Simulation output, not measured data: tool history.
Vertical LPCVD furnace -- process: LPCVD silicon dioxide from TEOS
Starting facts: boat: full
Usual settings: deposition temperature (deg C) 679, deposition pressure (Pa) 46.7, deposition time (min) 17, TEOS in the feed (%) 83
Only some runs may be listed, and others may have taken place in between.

| run | hour | deposition temperature (deg C) | deposition pressure (Pa) | deposition time (min) | TEOS in the feed (%) | read-back reference wafer on the same gauge, thickness | film thickness on the monitor wafer in the middle of the boat (angstrom) |
|---|---|---|---|---|---|---|---|
| 1 | 0 | 679 | 40 | 14 | 83 | 92.49 | 706.4 |
| 2 | 42.2 | 679 | 40 | 14 | 83 | 92.52 | 708.7 |
| 3 | 82.7 | 679 | 40 | 14 | 83 | 92.45 | 707.8 |
| 4 | 150 | 679 | 46.7 | 11.5 | 83 | 92.52 | 629.4 |
| 5 | 178.7 | 676 | 46.7 | 17 | 83 | 92.52 | 865.4 |
| 6 | 249.4 | 679 | 46.7 | 17 | 83 | 92.39 | 935.1 |
|  | 286.8 | thermocouples replaced and temperature profile calibrated |
| 7 | 315.5 | 679 | 46.7 | 17 | 83 | 92.56 | 892.6 |
| 8 | 351.4 | 679 | 46.7 | 17 | 83 | 92.48 | 894.1 |
| 9 | 421.3 | 679 | 41.3 | 17 | 83 | 92.42 | 840.2 |
|  | 597 | gauge calibrated |
|  | 632.6 | pressure gauge zeroed |
| 10 | 633.1 | 683 | 46.7 | 17 | 83 | 92.55 | 1003.3 |
| 11 | 653.4 | 679 | 46.7 | 17 | 83 | 92.54 | 908.6 |
| 12 | 690.5 | 682 | 53.3 | 20.5 | 83 | 92.53 | 1257.5 |
| 13 | 749.5 | 679 | 41.3 | 14.5 | 75 | 92.54 | 692.5 |
| 14 | 820.1 | 679 | 58 | 17 | 88 | 92.46 | 1042.3 |
| 15 | 873.8 | 685 | 52.7 | 21 | 69 | 92.5 | 1243.9 |
|  | 911.7 | TEOS flow controller replaced |
| 16 | 915.9 | 679 | 42.7 | 17 | 83 | 92.53 | 862.4 |
| 17 | 984.1 | 688 | 56.7 | 22.5 | 94 | 92.56 | 1739.6 |
| 18 | 1036.8 | 679 | 46.7 | 17 | 83 | 92.52 | 902 |
| 19 | 1084 | 679 | 55.3 | 17 | 66 | 92.49 | 875.7 |
| 20 | 1116.4 | 676 | 46.7 | 23.5 | 91 | 92.4 | 1214.4 |
| 21 | 1184.9 | 679 | 40 | 22.5 | 83 | 92.37 | 1102.9 |
| 22 | 1229.8 | 679 | 51.3 | 14 | 90 | 92.58 | 809.6 |
| 23 | 1263.9 | 679 | 46.7 | 17 | 91 | 92.49 | 937 |
| 24 | 1314.1 | 674 | 36 | 22 | 83 | 92.43 | 899.3 |
| 25 | 1384.1 | 679 | 46.7 | 17 | 88 | 92.53 | 924.9 |
| 26 | 1451.3 | 679 | 46.7 | 17 | 83 | 92.53 | 896.1 |
| 27 | 1497.5 | 675 | 43.3 | 13 | 83 | 92.54 | 600.3 |
| 28 | 1540.4 | 670 | 46.7 | 17 | 83 | 92.52 | 720 |
| 29 | 1568.8 | 669 | 46.7 | 17 | 83 | 92.51 | 702.4 |
| 30 | 1605.6 | 679 | 46.7 | 12.5 | 83 | 92.43 | 661.8 |
| 31 | 1672.1 | 688 | 54 | 17 | 83 | 92.47 | 1201.6 |

Below, each run's measurement less what the same run would have read without the hidden state. Both values contain the same run-to-run variation, but the gauge's scatter may not be the same in both:
What the log doesn't record here: true tube temperature minus thermocouple reading, K; true pressure minus gauge reading, mTorr; deviation of the TEOS flow from its setpoint, %; gauge reads high (%).
| run | film thickness on the monitor wafer in the middle of the boat (angstrom) |
|---|---|
| 1 | +16.2 |
| 2 | +16.6 |
| 3 | +16.9 |
| 4 | +17.2 |
| 5 | +24.2 |
| 6 | +26.7 |
| 7 | -11.9 |
| 8 | -12 |
| 9 | -13.3 |
| 10 | +1.9 |
| 11 | +1.4 |
| 12 | +1.3 |
| 13 | -0.8 |
| 14 | -0.8 |
| 15 | -2.6 |
| 16 | -3.7 |
| 17 | -5.4 |
| 18 | -4.8 |
| 19 | -3.8 |
| 20 | -7.6 |
| 21 | -10 |
| 22 | -5.2 |
| 23 | -7.3 |
| 24 | -11 |
| 25 | -8.1 |
| 26 | -8.3 |
| 27 | -6.3 |
| 28 | -6.9 |
| 29 | -6.8 |
| 30 | -6.6 |
| 31 | -9.6 |

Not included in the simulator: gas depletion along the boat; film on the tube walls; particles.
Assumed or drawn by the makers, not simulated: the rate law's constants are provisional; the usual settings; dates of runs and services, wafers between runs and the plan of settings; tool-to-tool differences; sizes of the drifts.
